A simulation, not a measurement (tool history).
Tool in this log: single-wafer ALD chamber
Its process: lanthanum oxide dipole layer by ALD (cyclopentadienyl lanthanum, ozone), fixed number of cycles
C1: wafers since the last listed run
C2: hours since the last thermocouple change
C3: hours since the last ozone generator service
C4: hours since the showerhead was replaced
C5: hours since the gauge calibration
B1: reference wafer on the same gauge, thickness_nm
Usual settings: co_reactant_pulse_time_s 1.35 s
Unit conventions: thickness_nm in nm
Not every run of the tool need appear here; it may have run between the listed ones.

{"run": 1, "day": 0.0, "co_reactant_pulse_time_s": 1.35, "C1": 0, "C2": 178.2, "C3": 150.3, "C4": 5755.5, "C5": 610.5, "B1": 0.499, "thickness_nm": 0.537}
{"run": 2, "day": 2.179, "co_reactant_pulse_time_s": 1.35, "C1": 701, "C2": 230.5, "C3": 202.6, "C4": 5807.8, "C5": 662.8, "B1": 0.499, "thickness_nm": 0.538}
{"run": 3, "day": 4.796, "co_reactant_pulse_time_s": 1.35, "C1": 842, "C2": 293.3, "C3": 265.4, "C4": 5870.6, "C5": 725.6, "B1": 0.5, "thickness_nm": 0.536}
{"run": 4, "day": 8.742, "co_reactant_pulse_time_s": 1.35, "C1": 1271, "C2": 388, "C3": 360.1, "C4": 5965.3, "C5": 820.3, "B1": 0.499, "thickness_nm": 0.533}
{"day": 12.054, "done": "showerhead replaced"}
{"run": 5, "day": 12.254, "co_reactant_pulse_time_s": 1.35, "C1": 1024, "C2": 472.3, "C3": 444.4, "C4": 4.8, "C5": 904.6, "B1": 0.498, "thickness_nm": 0.527}
{"run": 6, "day": 15.462, "co_reactant_pulse_time_s": 1.35, "C1": 1033, "C2": 549.3, "C3": 521.4, "C4": 81.8, "C5": 981.6, "B1": 0.499, "thickness_nm": 0.528}
{"run": 7, "day": 19.546, "co_reactant_pulse_time_s": 1.35, "C1": 1315, "C2": 647.3, "C3": 619.4, "C4": 179.8, "C5": 1079.6, "B1": 0.499, "thickness_nm": 0.522}
{"run": 8, "day": 22.2, "co_reactant_pulse_time_s": 1.24, "C1": 854, "C2": 711, "C3": 683.1, "C4": 243.5, "C5": 1143.3, "B1": 0.499, "thickness_nm": 0.508}
{"run": 9, "day": 33.021, "co_reactant_pulse_time_s": 1.24, "C1": 3485, "C2": 970.7, "C3": 942.8, "C4": 503.2, "C5": 1403, "B1": 0.499, "thickness_nm": 0.505}
{"run": 10, "day": 36.888, "co_reactant_pulse_time_s": 1.24, "C1": 1245, "C2": 1063.5, "C3": 1035.6, "C4": 596, "C5": 1495.8, "B1": 0.499, "thickness_nm": 0.505}
{"run": 11, "day": 38.592, "co_reactant_pulse_time_s": 1.19, "C1": 548, "C2": 1104.4, "C3": 1076.5, "C4": 636.9, "C5": 1536.7, "B1": 0.499, "thickness_nm": 0.495}
{"run": 12, "day": 40.596, "co_reactant_pulse_time_s": 1.35, "C1": 645, "C2": 1152.5, "C3": 1124.6, "C4": 685, "C5": 1584.8, "B1": 0.499, "thickness_nm": 0.516}
{"run": 13, "day": 45.046, "co_reactant_pulse_time_s": 1.13, "C1": 1433, "C2": 1259.3, "C3": 1231.4, "C4": 791.8, "C5": 1691.6, "B1": 0.499, "thickness_nm": 0.483}
{"day": 45.833, "done": "ozone generator serviced"}
{"run": 14, "day": 47.733, "co_reactant_pulse_time_s": 1.35, "C1": 758, "C2": 1323.8, "C3": 45.6, "C4": 856.3, "C5": 1756.1, "B1": 0.499, "thickness_nm": 0.534}
{"run": 15, "day": 52.004, "co_reactant_pulse_time_s": 1.63, "C1": 1375, "C2": 1426.3, "C3": 148.1, "C4": 958.8, "C5": 1858.6, "B1": 0.499, "thickness_nm": 0.55}
{"run": 16, "day": 56.35, "co_reactant_pulse_time_s": 1.15, "C1": 1399, "C2": 1530.6, "C3": 252.4, "C4": 1063.1, "C5": 1962.9, "B1": 0.498, "thickness_nm": 0.509}
{"run": 17, "day": 59.488, "co_reactant_pulse_time_s": 1.88, "C1": 1010, "C2": 1605.9, "C3": 327.7, "C4": 1138.4, "C5": 2038.2, "B1": 0.499, "thickness_nm": 0.559}
{"run": 18, "day": 62.867, "co_reactant_pulse_time_s": 1.35, "C1": 1088, "C2": 1687, "C3": 408.8, "C4": 1219.5, "C5": 2119.3, "B1": 0.5, "thickness_nm": 0.529}
{"run": 19, "day": 66.838, "co_reactant_pulse_time_s": 1.65, "C1": 1279, "C2": 1782.3, "C3": 504.1, "C4": 1314.8, "C5": 2214.6, "B1": 0.499, "thickness_nm": 0.546}
{"day": 67.421, "done": "thermocouple changed; heater temperature recalibrated"}
{"run": 20, "day": 74.15, "co_reactant_pulse_time_s": 0.89, "C1": 2248, "C2": 161.5, "C3": 679.6, "C4": 1490.3, "C5": 2390.1, "B1": 0.498, "thickness_nm": 0.46}
{"run": 21, "day": 77.558, "co_reactant_pulse_time_s": 1.35, "C1": 1097, "C2": 243.3, "C3": 761.4, "C4": 1572.1, "C5": 2471.9, "B1": 0.499, "thickness_nm": 0.518}
{"day": 79.075, "done": "gauge calibrated"}
{"run": 22, "day": 79.258, "co_reactant_pulse_time_s": 1.1, "C1": 547, "C2": 284.1, "C3": 802.2, "C4": 1612.9, "C5": 4.4, "B1": 0.5, "thickness_nm": 0.488}
{"run": 23, "day": 82.221, "co_reactant_pulse_time_s": 1.74, "C1": 954, "C2": 355.2, "C3": 873.3, "C4": 1684, "C5": 75.5, "B1": 0.499, "thickness_nm": 0.545}
{"run": 24, "day": 84.512, "co_reactant_pulse_time_s": 1.59, "C1": 738, "C2": 410.2, "C3": 928.3, "C4": 1739, "C5": 130.5, "B1": 0.499, "thickness_nm": 0.536}
{"run": 25, "day": 88.792, "co_reactant_pulse_time_s": 1.11, "C1": 1378, "C2": 512.9, "C3": 1031, "C4": 1841.7, "C5": 233.2, "B1": 0.499, "thickness_nm": 0.484}
{"run": 26, "day": 92.479, "co_reactant_pulse_time_s": 0.86, "C1": 1187, "C2": 601.4, "C3": 1119.5, "C4": 1930.2, "C5": 321.7, "B1": 0.498, "thickness_nm": 0.434}
{"run": 27, "day": 95.233, "co_reactant_pulse_time_s": 1.67, "C1": 887, "C2": 667.5, "C3": 1185.6, "C4": 1996.3, "C5": 387.8, "B1": 0.499, "thickness_nm": 0.538}
{"run": 28, "day": 97.312, "co_reactant_pulse_time_s": 1.84, "C1": 669, "C2": 717.4, "C3": 1235.5, "C4": 2046.2, "C5": 437.7, "B1": 0.499, "thickness_nm": 0.544}
{"day": 100.129, "done": "ozone generator serviced"}
{"run": 29, "day": 100.6, "co_reactant_pulse_time_s": 0.82, "C1": 951, "C2": 796.3, "C3": 11.3, "C4": 2125.1, "C5": 516.6, "B1": 0.498, "thickness_nm": 0.466}
{"run": 30, "day": 103.471, "co_reactant_pulse_time_s": 1.18, "C1": 924, "C2": 865.2, "C3": 80.2, "C4": 2194, "C5": 585.5, "B1": 0.499, "thickness_nm": 0.519}
{"run": 31, "day": 106.238, "co_reactant_pulse_time_s": 1.2, "C1": 891, "C2": 931.6, "C3": 146.6, "C4": 2260.4, "C5": 651.9, "B1": 0.499, "thickness_nm": 0.522}
{"run": 32, "day": 109.108, "co_reactant_pulse_time_s": 1.35, "C1": 924, "C2": 1000.5, "C3": 215.5, "C4": 2329.3, "C5": 720.8, "B1": 0.499, "thickness_nm": 0.534}
{"run": 33, "day": 113.442, "co_reactant_pulse_time_s": 1.71, "C1": 1395, "C2": 1104.5, "C3": 319.5, "C4": 2433.3, "C5": 824.8, "B1": 0.5, "thickness_nm": 0.556}
{"run": 34, "day": 116.642, "co_reactant_pulse_time_s": 1.58, "C1": 1030, "C2": 1181.3, "C3": 396.3, "C4": 2510.1, "C5": 901.6, "B1": 0.499, "thickness_nm": 0.546}

Consider 4 possible next runs. They are alternatives, not a sequence: every one starts from the tool as it was left by run 34. What does each give?
{"run": "A", "day": 116.658, "co_reactant_pulse_time_s": 1.68, "C1": 5, "C2": 1181.7, "C3": 396.7, "C4": 2510.5, "C5": 902, "B1": "?", "thickness_nm": "?"}
{"run": "B", "day": 116.658, "co_reactant_pulse_time_s": 1.03, "C1": 5, "C2": 1181.7, "C3": 396.7, "C4": 2510.5, "C5": 902, "B1": "?", "thickness_nm": "?"}
{"run": "C", "day": 116.658, "co_reactant_pulse_time_s": 1.83, "C1": 5, "C2": 1181.7, "C3": 396.7, "C4": 2510.5, "C5": 902, "B1": "?", "thickness_nm": "?"}
{"run": "D", "day": 116.658, "co_reactant_pulse_time_s": 1.07, "C1": 5, "C2": 1181.7, "C3": 396.7, "C4": 2510.5, "C5": 902, "B1": "?", "thickness_nm": "?"}

run=A B1=0.499 thickness_nm=0.552
run=B B1=0.499 thickness_nm=0.494
run=C B1=0.499 thickness_nm=0.558
run=D B1=0.499 thickness_nm=0.5
With no hidden state in the tool, these same runs would have given:
run=A thickness_nm=0.557
run=B thickness_nm=0.506
run=C thickness_nm=0.563
run=D thickness_nm=0.511

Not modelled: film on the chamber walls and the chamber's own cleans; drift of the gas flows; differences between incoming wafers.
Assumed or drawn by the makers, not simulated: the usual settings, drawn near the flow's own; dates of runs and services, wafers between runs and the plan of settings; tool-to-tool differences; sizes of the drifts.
